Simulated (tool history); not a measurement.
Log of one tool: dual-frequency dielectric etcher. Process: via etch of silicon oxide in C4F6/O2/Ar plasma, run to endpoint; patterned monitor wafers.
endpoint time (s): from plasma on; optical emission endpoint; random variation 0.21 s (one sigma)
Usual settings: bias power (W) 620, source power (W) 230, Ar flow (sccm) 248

run,hour,bias power (W),source power (W),Ar flow (sccm),wafers since the last listed run,hours since the last wet clean,hours since the last bias power generator calibration,hours since the last source power generator calibration,hours since the last Ar flow controller change,hours since the last upper electrode change,"incoming incoming film thickness, nm",endpoint time (s)
1,0,549,260,248,0,402.9,3958.3,2497.8,2079.6,5626.7,127.2,28.6
2,99.3,549,260,248,1709,502.2,4057.6,2597.1,2178.9,5726,126.1,28.4
3,162.9,620,260,248,1094,565.8,4121.2,2660.7,2242.5,5789.6,126.8,27.7
# hour 289.3: wet clean of the chamber
4,289.8,620,260,248,1771,0.5,4248.1,2787.6,2369.4,5916.5,126.8,26.3
# hour 320.5: bias power generator calibrated
5,369.1,620,260,248,1296,79.8,48.6,2866.9,2448.7,5995.8,126.9,26.8
# hour 408.7: upper electrode replaced
6,463.6,620,230,248,1213,174.3,143.1,2961.4,2543.2,54.9,126.6,28.3
7,533.9,620,230,201,1210,244.6,213.4,3031.7,2613.5,125.2,128.6,28.6
8,639.2,620,230,201,1812,349.9,318.7,3137,2718.8,230.5,126.5,28.4
9,720.9,620,230,248,1406,431.6,400.4,3218.7,2800.5,312.2,126.8,29.1
# hour 786.6: Ar flow controller replaced
10,813.4,563,230,248,1489,524.1,492.9,3311.2,26.8,404.7,126.4,30.3
# hour 899.8: wet clean of the chamber
11,916.6,767,260,248,1363,16.8,596.1,3414.4,130,507.9,126.6,24.7
# hour 944.3: source power generator calibrated
12,961.3,701,280,303,700,61.5,640.8,17,174.7,552.6,127.2,25.2
13,1026.4,681,260,218,1120,126.6,705.9,82.1,239.8,617.7,127.4,25.5
14,1063.1,529,230,248,631,163.3,742.6,118.8,276.5,654.4,127.4,29.4
15,1108.3,725,270,208,778,208.5,787.8,164,321.7,699.6,128.3,25.2
16,1163.2,467,210,287,945,263.4,842.7,218.9,376.6,754.5,126.1,32
17,1200.9,620,230,248,649,301.1,880.4,256.6,414.3,792.2,126.7,28
18,1277.2,620,230,248,1313,377.4,956.7,332.9,490.6,868.5,127.9,28.9
19,1340.5,746,250,190,1089,440.7,1020,396.2,553.9,931.8,127.7,25.7
20,1417.4,620,180,248,1323,517.6,1096.9,473.1,630.8,1008.7,127.4,33
21,1464.9,743,230,215,817,565.1,1144.4,520.6,678.3,1056.2,127.5,27.2
# hour 1525.3: wet clean of the chamber
22,1561.9,562,180,227,1256,36.6,1241.4,617.6,775.3,1153.2,127.7,32.9
23,1609.9,620,230,248,826,84.6,1289.4,665.6,823.3,1201.2,127.5,28.8
24,1658.4,620,230,248,834,133.1,1337.9,714.1,871.8,1249.7,128.3,28.8
25,1717.4,702,290,248,1015,192.1,1396.9,773.1,930.8,1308.7,126.8,25
26,1825,620,230,248,1852,299.7,1504.5,880.7,1038.4,1416.3,128.2,29.5
27,1921.6,620,230,199,1663,396.3,1601.1,977.3,1135,1512.9,125.6,27.9
28,2021,620,260,248,1711,495.7,1700.5,1076.7,1234.4,1612.3,127.8,28

5 ways to go on from here, each from the tool as it stands after run 28. What would each give?
A,2021.4,620,230,297,6,496.1,1700.9,1077.1,1234.8,1612.7,126.6,?
B,2021.4,620,230,273,6,496.1,1700.9,1077.1,1234.8,1612.7,126.6,?
C,2021.4,554,230,248,6,496.1,1700.9,1077.1,1234.8,1612.7,126.6,?
D,2021.4,529,170,297,6,496.1,1700.9,1077.1,1234.8,1612.7,126.6,?
E,2021.4,515,250,187,6,496.1,1700.9,1077.1,1234.8,1612.7,126.6,?

run,endpoint time (s)
A,30.2
B,29.9
C,30.5
D,36.7
E,29
Without the tool's hidden state the same runs would have given:
run,endpoint time (s)
A,28.7
B,28.4
C,29
D,34.8
E,27.5

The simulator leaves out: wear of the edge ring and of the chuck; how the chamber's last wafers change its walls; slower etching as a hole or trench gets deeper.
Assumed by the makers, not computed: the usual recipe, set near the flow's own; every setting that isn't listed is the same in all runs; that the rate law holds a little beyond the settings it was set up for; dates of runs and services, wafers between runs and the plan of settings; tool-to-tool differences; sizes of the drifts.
